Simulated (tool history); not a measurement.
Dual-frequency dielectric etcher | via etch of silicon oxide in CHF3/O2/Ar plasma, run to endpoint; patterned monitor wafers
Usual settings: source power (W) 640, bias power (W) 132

| run | hour | source power (W) | bias power (W) | incoming incoming film thickness, nm | endpoint time (s) |
|---|---|---|---|---|---|
| 1 | 0 | 640 | 140 | 472.2 | 278.2 |
| 2 | 34.5 | 640 | 140 | 466 | 277.2 |
| 3 | 59.7 | 640 | 132 | 471.8 | 279.5 |
|  | 175.3 | upper electrode replaced, of another model than before |
| 4 | 175.8 | 640 | 132 | 471.4 | 283.8 |
| 5 | 189.8 | 640 | 132 | 468.4 | 284.8 |
| 6 | 215.8 | 640 | 132 | 466.3 | 286.2 |
|  | 222.8 | bias power generator calibrated |
|  | 252.1 | source power generator calibrated |
| 7 | 252.6 | 640 | 132 | 469.9 | 287.8 |
| 8 | 266.7 | 520 | 119 | 471.6 | 316 |
| 9 | 298.5 | 710 | 132 | 469.1 | 279.7 |
| 10 | 310.8 | 640 | 132 | 460.1 | 281 |
| 11 | 326.1 | 590 | 132 | 469.2 | 295 |
|  | 354.6 | wet clean of the chamber |
| 12 | 382.4 | 770 | 154 | 468.6 | 245.5 |
| 13 | 418 | 510 | 165 | 471.2 | 263.1 |
| 14 | 453 | 740 | 163 | 470.9 | 243.7 |

3 ways to go on from here, each from the tool as it stands after run 14. What would each give?
| A | 453.5 | 570 | 132 | 465.9 | ? |
| B | 453.5 | 590 | 100 | 465.9 | ? |
| C | 453.5 | 680 | 118 | 465.9 | ? |

| run | endpoint time (s) |
|---|---|
| A | 282.8 |
| B | 316.4 |
| C | 284.7 |
Without the tool's hidden state the same runs would have given:
| run | endpoint time (s) |
|---|---|
| A | 284.8 |
| B | 318.6 |
| C | 286.6 |

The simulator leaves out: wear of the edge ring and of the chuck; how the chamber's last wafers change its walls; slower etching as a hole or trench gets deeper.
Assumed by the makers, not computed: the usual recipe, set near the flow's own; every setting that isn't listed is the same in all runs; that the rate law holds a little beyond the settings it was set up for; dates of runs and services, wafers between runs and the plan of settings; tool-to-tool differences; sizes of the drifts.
